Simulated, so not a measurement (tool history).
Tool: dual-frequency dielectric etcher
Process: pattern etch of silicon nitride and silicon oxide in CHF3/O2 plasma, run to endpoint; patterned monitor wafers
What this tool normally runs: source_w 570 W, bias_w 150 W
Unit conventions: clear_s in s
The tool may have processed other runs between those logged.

run,hour,source_w,bias_w,wafers since the last listed run,hours since the last wet clean,hours since the last source power generator calibration,hours since the last bias power generator calibration,hours since the last upper electrode change,"incoming incoming film thickness, nm",clear_s
1,0.0,570,150,0,304.7,2293.6,2038.0,3219.8,295.3,253.0
2,55.9,570,150,471,360.6,2349.5,2093.9,3275.7,294.6,252.1
# hour 99.6: wet clean of the chamber
3,102.7,570,164,192,3.1,2396.3,2140.7,3322.5,294.0,243.6
4,139.6,670,128,311,40.0,2433.2,2177.6,3359.4,301.6,251.8
5,166.9,670,128,230,67.3,2460.5,2204.9,3386.7,294.8,246.8
6,198.5,570,139,266,98.9,2492.1,2236.5,3418.3,293.9,253.7
7,223.3,570,139,209,123.7,2516.9,2261.3,3443.1,292.8,253.0
# hour 253.6: source power generator calibrated
8,254.3,570,188,227,154.7,0.7,2292.3,3474.1,296.1,239.3
9,439.2,710,181,1559,339.6,185.6,2477.2,3659.0,294.1,227.5
# hour 491.3: bias power generator calibrated
10,497.4,480,150,457,397.8,243.8,6.1,3717.2,293.7,265.7

What will run 11 give?
# hour 527.7: wet clean of the chamber
# hour 544.6: upper electrode replaced
11,552.5,620,150,120,24.8,298.9,61.2,7.9,296.7,?

clear_s: 243.7 s
Had the tool carried no hidden state, the very same run would have given clear_s 244.0 s.
